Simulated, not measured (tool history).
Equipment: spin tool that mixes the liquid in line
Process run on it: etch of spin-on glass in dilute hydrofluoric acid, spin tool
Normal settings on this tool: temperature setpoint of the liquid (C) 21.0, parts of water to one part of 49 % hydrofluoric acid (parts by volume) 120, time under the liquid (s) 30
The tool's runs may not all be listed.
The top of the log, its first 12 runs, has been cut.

| run | hour | temperature setpoint of the liquid (C) | parts of water to one part of 49 % hydrofluoric acid (parts by volume) | time under the liquid (s) | read-back film thickness of the spin-on glass reference wafer, read on the same gauge (nm) | thickness taken off the spin-on glass on a monitor wafer (Å) |
|---|---|---|---|---|---|---|
| 13 | 271.5 | 19.5 | 120 | 35 | 69.962 | 52.63 |
| 14 | 298.3 | 19.5 | 120 | 35 | 69.983 | 51.37 |
| 15 | 310.9 | 21.0 | 120 | 30 | 69.999 | 47.49 |
| 16 | 337.8 | 21.0 | 120 | 30 | 70.006 | 47.77 |
|  | 347.3 | thermometer replaced |
| 17 | 370.8 | 21.0 | 120 | 30 | 70.007 | 45.13 |
| 18 | 392.7 | 19.5 | 70 | 50 | 70.015 | 127.10 |
| 19 | 422.5 | 21.0 | 120 | 30 | 70.016 | 44.80 |
| 20 | 441.6 | 21.0 | 120 | 30 | 69.986 | 44.06 |
| 21 | 461.7 | 17.5 | 105 | 50 | 70.018 | 74.82 |
|  | 478.4 | thermometer replaced, repeated, since the last time left the tool worse |
| 22 | 493.4 | 21.0 | 120 | 30 | 70.003 | 50.72 |

Run 23 has not been measured yet. What should we expect?
| 23 | 528.2 | 23.5 | 120 | 30 | ? | ? |

{"run 23": {"read-back film thickness of the spin-on glass reference wafer, read on the same gauge (nm)": 70.045, "thickness taken off the spin-on glass on a monitor wafer (Å)": 56.07}}
With the hidden condition absent and the run-to-run variation left alone, this run would have shown thickness taken off the spin-on glass on a monitor wafer (Å) 56.27.

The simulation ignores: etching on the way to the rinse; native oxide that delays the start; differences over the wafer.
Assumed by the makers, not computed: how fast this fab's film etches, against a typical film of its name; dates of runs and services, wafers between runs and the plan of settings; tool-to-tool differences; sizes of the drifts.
